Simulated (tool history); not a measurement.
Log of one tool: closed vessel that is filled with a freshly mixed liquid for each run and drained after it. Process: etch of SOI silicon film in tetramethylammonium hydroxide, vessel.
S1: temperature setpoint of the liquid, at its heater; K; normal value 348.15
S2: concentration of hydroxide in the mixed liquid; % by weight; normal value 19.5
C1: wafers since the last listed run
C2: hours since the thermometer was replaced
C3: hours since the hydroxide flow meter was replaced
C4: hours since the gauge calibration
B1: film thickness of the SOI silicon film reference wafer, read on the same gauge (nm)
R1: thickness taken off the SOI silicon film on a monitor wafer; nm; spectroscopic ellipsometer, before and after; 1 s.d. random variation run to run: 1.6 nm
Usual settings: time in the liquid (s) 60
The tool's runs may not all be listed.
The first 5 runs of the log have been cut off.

{"run": 6, "hour": 814.3, "S1": 348.15, "S2": 19.5, "time in the liquid (s)": 60, "C1": 37652, "C2": 1301.7, "C3": 747.1, "C4": 1112, "B1": 120.52, "R1": 426.54}
{"hour": 816.3, "done": "thermometer replaced"}
{"hour": 835.9, "done": "hydroxide flow meter replaced"}
{"run": 7, "hour": 906.2, "S1": 348.15, "S2": 19.5, "time in the liquid (s)": 60, "C1": 10482, "C2": 89.9, "C3": 70.3, "C4": 1203.9, "B1": 120.6, "R1": 431.05}
{"run": 8, "hour": 988.5, "S1": 348.15, "S2": 15.5, "time in the liquid (s)": 60, "C1": 9596, "C2": 172.2, "C3": 152.6, "C4": 1286.2, "B1": 120.69, "R1": 469.76}
{"run": 9, "hour": 1058.3, "S1": 348.15, "S2": 15.5, "time in the liquid (s)": 60, "C1": 8139, "C2": 242, "C3": 222.4, "C4": 1356, "B1": 120.76, "R1": 469.05}
{"run": 10, "hour": 1137.9, "S1": 348.15, "S2": 15.5, "time in the liquid (s)": 60, "C1": 9281, "C2": 321.6, "C3": 302, "C4": 1435.6, "B1": 120.87, "R1": 469.41}
{"run": 11, "hour": 1232.7, "S1": 344.65, "S2": 19.5, "time in the liquid (s)": 70, "C1": 11054, "C2": 416.4, "C3": 396.8, "C4": 1530.4, "B1": 121, "R1": 413.92}
{"run": 12, "hour": 1277.2, "S1": 344.65, "S2": 19.5, "time in the liquid (s)": 70, "C1": 5189, "C2": 460.9, "C3": 441.3, "C4": 1574.9, "B1": 121.1, "R1": 411.97}
{"run": 13, "hour": 1316.6, "S1": 344.65, "S2": 19.5, "time in the liquid (s)": 70, "C1": 4594, "C2": 500.3, "C3": 480.7, "C4": 1614.3, "B1": 121.16, "R1": 412.95}
{"run": 14, "hour": 1380.8, "S1": 348.15, "S2": 19.5, "time in the liquid (s)": 85, "C1": 7486, "C2": 564.5, "C3": 544.9, "C4": 1678.5, "B1": 121.26, "R1": 605.64}
{"run": 15, "hour": 1443.8, "S1": 348.15, "S2": 19.5, "time in the liquid (s)": 60, "C1": 7346, "C2": 627.5, "C3": 607.9, "C4": 1741.5, "B1": 121.32, "R1": 431.67}
{"run": 16, "hour": 1569.1, "S1": 348.15, "S2": 19.5, "time in the liquid (s)": 60, "C1": 14610, "C2": 752.8, "C3": 733.2, "C4": 1866.8, "B1": 121.52, "R1": 429.38}
{"hour": 1604.5, "done": "hydroxide flow meter replaced"}
{"run": 17, "hour": 1660.2, "S1": 344.65, "S2": 15, "time in the liquid (s)": 60, "C1": 10506, "C2": 843.9, "C3": 55.7, "C4": 1957.9, "B1": 121.72, "R1": 393.39}

Run 18 has not been measured yet. What should we expect?
{"run": 18, "hour": 1723.4, "S1": 348.15, "S2": 19.5, "time in the liquid (s)": 60, "C1": 7369, "C2": 907.1, "C3": 118.9, "C4": 2021.1, "B1": "?", "R1": "?"}

B1: 121.85
R1: 431.94 nm
With the hidden condition absent and the run-to-run variation left alone, this run would have shown R1 425.45 nm.
